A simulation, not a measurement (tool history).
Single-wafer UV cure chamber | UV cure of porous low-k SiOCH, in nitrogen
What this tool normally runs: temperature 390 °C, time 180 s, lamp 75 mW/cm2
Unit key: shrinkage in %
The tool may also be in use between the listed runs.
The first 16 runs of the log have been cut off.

run 17 hour=1372.7 | temperature=390 time=180 lamp=90 | shrinkage=7.961
-- hour=1446.5 quartz window cleaned
run 18 hour=1473.0 | temperature=390 time=180 lamp=90 | shrinkage=7.953
-- hour=1502.8 UV bulbs replaced
run 19 hour=1536.4 | temperature=402 time=140 lamp=75 | shrinkage=7.367
run 20 hour=1572.6 | temperature=390 time=180 lamp=58 | shrinkage=7.103
run 21 hour=1657.7 | temperature=390 time=180 lamp=75 | shrinkage=8.075
run 22 hour=1761.4 | temperature=379 time=285 lamp=62 | shrinkage=8.881
run 23 hour=1843.2 | temperature=390 time=180 lamp=75 | shrinkage=7.697
-- hour=2056.3 quartz window cleaned
run 24 hour=2129.2 | temperature=397 time=180 lamp=91 | shrinkage=8.319
run 25 hour=2213.9 | temperature=390 time=225 lamp=75 | shrinkage=8.232
run 26 hour=2289.0 | temperature=390 time=180 lamp=75 | shrinkage=7.348
run 27 hour=2524.9 | temperature=399 time=255 lamp=94 | shrinkage=9.660
run 28 hour=2605.0 | temperature=390 time=285 lamp=110 | shrinkage=10.644
-- hour=2708.7 UV bulbs replaced
run 29 hour=2709.2 | temperature=390 time=180 lamp=90 | shrinkage=9.257
-- hour=2736.7 quartz window cleaned
run 30 hour=2794.6 | temperature=390 time=120 lamp=46 | shrinkage=4.850
run 31 hour=2884.2 | temperature=397 time=240 lamp=75 | shrinkage=9.249
run 32 hour=2965.4 | temperature=390 time=180 lamp=75 | shrinkage=7.742
run 33 hour=3054.2 | temperature=390 time=240 lamp=53 | shrinkage=7.407
run 34 hour=3126.4 | temperature=378 time=210 lamp=92 | shrinkage=8.725

Run 35 is up next; what results do you expect?
run 35 hour=3215.6 | temperature=399 time=100 lamp=65 | shrinkage=?

shrinkage: 4.907 %
With no hidden state in the tool, this same run would have given shrinkage 5.773 %.
